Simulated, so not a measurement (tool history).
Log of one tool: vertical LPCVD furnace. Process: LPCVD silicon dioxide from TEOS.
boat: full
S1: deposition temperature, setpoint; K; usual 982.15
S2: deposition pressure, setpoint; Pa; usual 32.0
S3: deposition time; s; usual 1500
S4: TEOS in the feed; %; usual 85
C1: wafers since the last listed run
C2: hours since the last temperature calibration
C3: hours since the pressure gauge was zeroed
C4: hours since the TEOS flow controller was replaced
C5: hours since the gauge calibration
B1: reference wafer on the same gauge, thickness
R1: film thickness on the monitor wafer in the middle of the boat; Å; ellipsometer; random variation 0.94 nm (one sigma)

{"run": 1, "hour": 0.0, "S1": 982.15, "S2": 32.0, "S3": 1500, "S4": 85, "C1": 0, "C2": 3599.9, "C3": 3280.7, "C4": 4568.8, "C5": 1152.5, "B1": 204.83, "R1": 2418.1}
{"run": 2, "hour": 74.0, "S1": 982.15, "S2": 32.0, "S3": 1500, "S4": 85, "C1": 939, "C2": 3673.9, "C3": 3354.7, "C4": 4642.8, "C5": 1226.5, "B1": 205.07, "R1": 2442.3}
{"run": 3, "hour": 138.4, "S1": 982.15, "S2": 32.0, "S3": 1500, "S4": 85, "C1": 817, "C2": 3738.3, "C3": 3419.1, "C4": 4707.2, "C5": 1290.9, "B1": 204.91, "R1": 2441.8}
{"run": 4, "hour": 205.8, "S1": 982.15, "S2": 32.0, "S3": 1500, "S4": 85, "C1": 855, "C2": 3805.7, "C3": 3486.5, "C4": 4774.6, "C5": 1358.3, "B1": 205.22, "R1": 2440.5}
{"run": 5, "hour": 308.3, "S1": 982.15, "S2": 32.0, "S3": 1500, "S4": 85, "C1": 1301, "C2": 3908.2, "C3": 3589.0, "C4": 4877.1, "C5": 1460.8, "B1": 204.95, "R1": 2450.5}
{"run": 6, "hour": 352.5, "S1": 982.15, "S2": 32.0, "S3": 1500, "S4": 74, "C1": 561, "C2": 3952.4, "C3": 3633.2, "C4": 4921.3, "C5": 1505.0, "B1": 205.28, "R1": 2272.0}
{"run": 7, "hour": 423.8, "S1": 982.15, "S2": 32.0, "S3": 1500, "S4": 85, "C1": 905, "C2": 4023.7, "C3": 3704.5, "C4": 4992.6, "C5": 1576.3, "B1": 205.07, "R1": 2455.3}
{"run": 8, "hour": 470.4, "S1": 982.15, "S2": 32.0, "S3": 1500, "S4": 91, "C1": 591, "C2": 4070.3, "C3": 3751.1, "C4": 5039.2, "C5": 1622.9, "B1": 204.75, "R1": 2533.9}
{"run": 9, "hour": 573.8, "S1": 982.15, "S2": 32.0, "S3": 1500, "S4": 91, "C1": 1312, "C2": 4173.7, "C3": 3854.5, "C4": 5142.6, "C5": 1726.3, "B1": 204.96, "R1": 2541.4}
{"run": 10, "hour": 680.0, "S1": 982.15, "S2": 32.0, "S3": 1620, "S4": 85, "C1": 1348, "C2": 4279.9, "C3": 3960.7, "C4": 5248.8, "C5": 1832.5, "B1": 205.41, "R1": 2647.5}
{"run": 11, "hour": 742.5, "S1": 982.15, "S2": 32.0, "S3": 1620, "S4": 85, "C1": 793, "C2": 4342.4, "C3": 4023.2, "C4": 5311.3, "C5": 1895.0, "B1": 204.68, "R1": 2659.6}
{"run": 12, "hour": 849.7, "S1": 982.15, "S2": 32.0, "S3": 1500, "S4": 85, "C1": 1360, "C2": 4449.6, "C3": 4130.4, "C4": 5418.5, "C5": 2002.2, "B1": 204.82, "R1": 2447.5}
{"run": 13, "hour": 952.2, "S1": 982.15, "S2": 32.0, "S3": 1500, "S4": 85, "C1": 1301, "C2": 4552.1, "C3": 4232.9, "C4": 5521.0, "C5": 2104.7, "B1": 205.15, "R1": 2451.5}
{"hour": 1037.8, "done": "pressure gauge zeroed"}
{"run": 14, "hour": 1038.3, "S1": 994.15, "S2": 32.0, "S3": 1500, "S4": 70, "C1": 788, "C2": 4638.2, "C3": 0.5, "C4": 5607.1, "C5": 2190.8, "B1": 204.96, "R1": 2920.7}
{"hour": 1048.2, "done": "gauge calibrated"}
{"run": 15, "hour": 1216.6, "S1": 993.15, "S2": 36.0, "S3": 2070, "S4": 97, "C1": 2263, "C2": 4816.5, "C3": 178.8, "C4": 5785.4, "C5": 168.4, "B1": 205.05, "R1": 4951.9}
{"run": 16, "hour": 1271.5, "S1": 982.15, "S2": 29.3, "S3": 1500, "S4": 85, "C1": 696, "C2": 4871.4, "C3": 233.7, "C4": 5840.3, "C5": 223.3, "B1": 204.6, "R1": 2390.5}
{"run": 17, "hour": 1331.2, "S1": 994.15, "S2": 32.0, "S3": 1230, "S4": 90, "C1": 757, "C2": 4931.1, "C3": 293.4, "C4": 5900.0, "C5": 283.0, "B1": 204.97, "R1": 2753.1}
{"hour": 1386.6, "done": "thermocouples replaced and temperature profile calibrated"}
{"run": 18, "hour": 1387.1, "S1": 982.15, "S2": 32.0, "S3": 1500, "S4": 85, "C1": 404, "C2": 0.5, "C3": 349.3, "C4": 5955.9, "C5": 338.9, "B1": 205.23, "R1": 2310.8}
{"run": 19, "hour": 1411.4, "S1": 982.15, "S2": 26.7, "S3": 1170, "S4": 97, "C1": 308, "C2": 24.8, "C3": 373.6, "C4": 5980.2, "C5": 363.2, "B1": 204.49, "R1": 1756.2}
{"run": 20, "hour": 1455.0, "S1": 988.15, "S2": 27.3, "S3": 1080, "S4": 85, "C1": 553, "C2": 68.4, "C3": 417.2, "C4": 6023.8, "C5": 406.8, "B1": 205.09, "R1": 1765.1}
{"run": 21, "hour": 1491.3, "S1": 982.15, "S2": 24.0, "S3": 1500, "S4": 97, "C1": 460, "C2": 104.7, "C3": 453.5, "C4": 6060.1, "C5": 443.1, "B1": 205.23, "R1": 2135.3}
{"hour": 1526.9, "done": "TEOS flow controller replaced"}
{"run": 22, "hour": 1548.2, "S1": 982.15, "S2": 32.0, "S3": 1500, "S4": 85, "C1": 417, "C2": 161.6, "C3": 510.4, "C4": 21.3, "C5": 500.0, "B1": 204.92, "R1": 2304.6}
{"run": 23, "hour": 1603.4, "S1": 989.15, "S2": 38.7, "S3": 930, "S4": 85, "C1": 700, "C2": 216.8, "C3": 565.6, "C4": 76.5, "C5": 555.2, "B1": 205.37, "R1": 1839.6}
{"run": 24, "hour": 1690.3, "S1": 974.15, "S2": 39.3, "S3": 1290, "S4": 90, "C1": 1103, "C2": 303.7, "C3": 652.5, "C4": 163.4, "C5": 642.1, "B1": 204.55, "R1": 1898.1}
{"run": 25, "hour": 1798.0, "S1": 987.15, "S2": 32.0, "S3": 1980, "S4": 85, "C1": 1367, "C2": 411.4, "C3": 760.2, "C4": 271.1, "C5": 749.8, "B1": 204.96, "R1": 3427.4}

Run 26 comes next. What will it give?
{"run": 26, "hour": 1934.7, "S1": 990.15, "S2": 32.0, "S3": 1500, "S4": 96, "C1": 1735, "C2": 548.1, "C3": 896.9, "C4": 407.8, "C5": 886.5, "B1": "?", "R1": "?"}

B1: 204.96
R1: 2978.0 Å
Without the tool's hidden state the same run would have given R1 2913.4 Å.
